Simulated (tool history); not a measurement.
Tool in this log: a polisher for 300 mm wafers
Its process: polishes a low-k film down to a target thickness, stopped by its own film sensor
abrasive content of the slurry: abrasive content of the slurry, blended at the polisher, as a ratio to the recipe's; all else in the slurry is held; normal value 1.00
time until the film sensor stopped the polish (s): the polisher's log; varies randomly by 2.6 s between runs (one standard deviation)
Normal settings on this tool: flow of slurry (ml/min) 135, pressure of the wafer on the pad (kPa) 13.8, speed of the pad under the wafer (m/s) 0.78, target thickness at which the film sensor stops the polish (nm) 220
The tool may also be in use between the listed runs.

run     day  flow of slurry (ml/min)  pressure of the wafer on the pad (kPa)  speed of the pad under the wafer (m/s)  abrasive content of the slurry  target thickness at which the film sensor stops the polish (nm)  incoming thickness of the incoming film, nm  time until the film sensor stopped the polish (s)
  1   0.000                      135                                    13.8                                    0.78                            1.00                                                              220                                        258.3                                              148.0
      0.350  -- worn pad replaced by a new one
  2   0.367                      135                                    13.8                                    0.78                            1.00                                                              220                                        257.8                                              148.0
  3   0.679                      135                                    13.8                                    0.78                            1.00                                                              220                                        260.3                                              162.5
  4   1.346                      135                                    13.8                                    0.78                            1.00                                                              220                                        262.6                                              167.1
  5   1.917                      135                                    11.7                                    0.56                            1.00                                                              213                                        258.0                                              258.1
  6   2.408                      135                                    13.8                                    0.78                            1.10                                                              220                                        259.0                                              144.9
  7   3.088                      135                                    13.8                                    0.78                            1.00                                                              220                                        262.7                                              171.6
      3.325  -- head pressure recalibrated
      3.354  -- conditioning disc replaced and pad reconditioned, repeated, since the last time left the tool worse
  8   3.833                      170                                    16.5                                    0.78                            1.00                                                              229                                        257.5                                               74.3
  9   4.575                      135                                    13.8                                    0.78                            1.00                                                              232                                        259.5                                               93.7
      4.846  -- worn pad replaced by a new one
 10   5.083                      135                                    18.6                                    1.04                            1.00                                                              228                                        261.0                                               66.4
 11   5.467                      135                                    13.8                                    0.78                            1.00                                                              220                                        264.5                                              147.1
 12   5.933                      160                                    18.6                                    0.78                            0.85                                                              229                                        259.7                                               85.2
      6.162  -- slurry blender recalibrated
 13   6.438                      135                                    13.8                                    0.78                            1.00                                                              220                                        261.7                                              139.7
 14   7.008                      135                                    13.8                                    0.54                            1.00                                                              220                                        258.4                                              173.9
 15   7.442                      135                                    17.9                                    0.78                            0.90                                                              212                                        255.3                                              125.7
      7.712  -- slurry nozzle cleaned
 16   8.129                      135                                    11.7                                    0.78                            1.20                                                              229                                        261.7                                              125.7
 17   8.871                      135                                    13.8                                    0.78                            1.00                                                              220                                        254.4                                              122.1
      9.154  -- worn pad replaced by a new one
 18   9.362                      135                                    13.8                                    0.78                            1.00                                                              220                                        256.2                                              129.2
 19  10.183                      120                                    13.8                                    0.78                            1.00                                                              220                                        260.4                                              145.5
 20  10.542                      160                                    13.8                                    0.70                            1.00                                                              224                                        260.7                                              136.6
 21  11.096                      160                                    13.8                                    0.78                            1.10                                                              220                                        260.5                                              132.4
 22  11.421                      135                                    17.2                                    0.94                            1.00                                                              206                                        260.3                                              134.0
 23  11.854                      165                                    17.2                                    0.78                            1.00                                                              212                                        260.7                                              135.5
     12.429  -- conditioning disc replaced and pad reconditioned
     12.708  -- worn pad replaced by a new one
 24  12.729                      135                                    13.8                                    0.78                            1.00                                                              220                                        255.4                                              119.5

Difference, measured minus no-hidden-state, one row per run. Run-to-run variation is common to both terms; the gauge's own scatter need not be:
Unlogged tool condition in this case: removal rate lost through wear of the pad, %; slurry flow missing at the pad, %; deviation of the head's pressure from its setpoint, %; abrasive missing from the slurry, %; time polished since the conditioner stopped cutting, s.
run  time until the film sensor stopped the polish (s)
  1                                              +24.5
  2                                              +25.2
  3                                              +28.2
  4                                              +30.1
  5                                              +34.9
  6                                              +27.2
  7                                              +32.9
  8                                               +2.1
  9                                               +3.7
 10                                               +5.1
 11                                               +7.8
 12                                               +6.3
 13                                               +9.0
 14                                               +9.1
 15                                              +11.1
 16                                               +8.5
 17                                               +9.8
 18                                              +10.6
 19                                              +12.3
 20                                              +10.9
 21                                              +11.5
 22                                              +16.0
 23                                              +14.2
 24                                               +3.9

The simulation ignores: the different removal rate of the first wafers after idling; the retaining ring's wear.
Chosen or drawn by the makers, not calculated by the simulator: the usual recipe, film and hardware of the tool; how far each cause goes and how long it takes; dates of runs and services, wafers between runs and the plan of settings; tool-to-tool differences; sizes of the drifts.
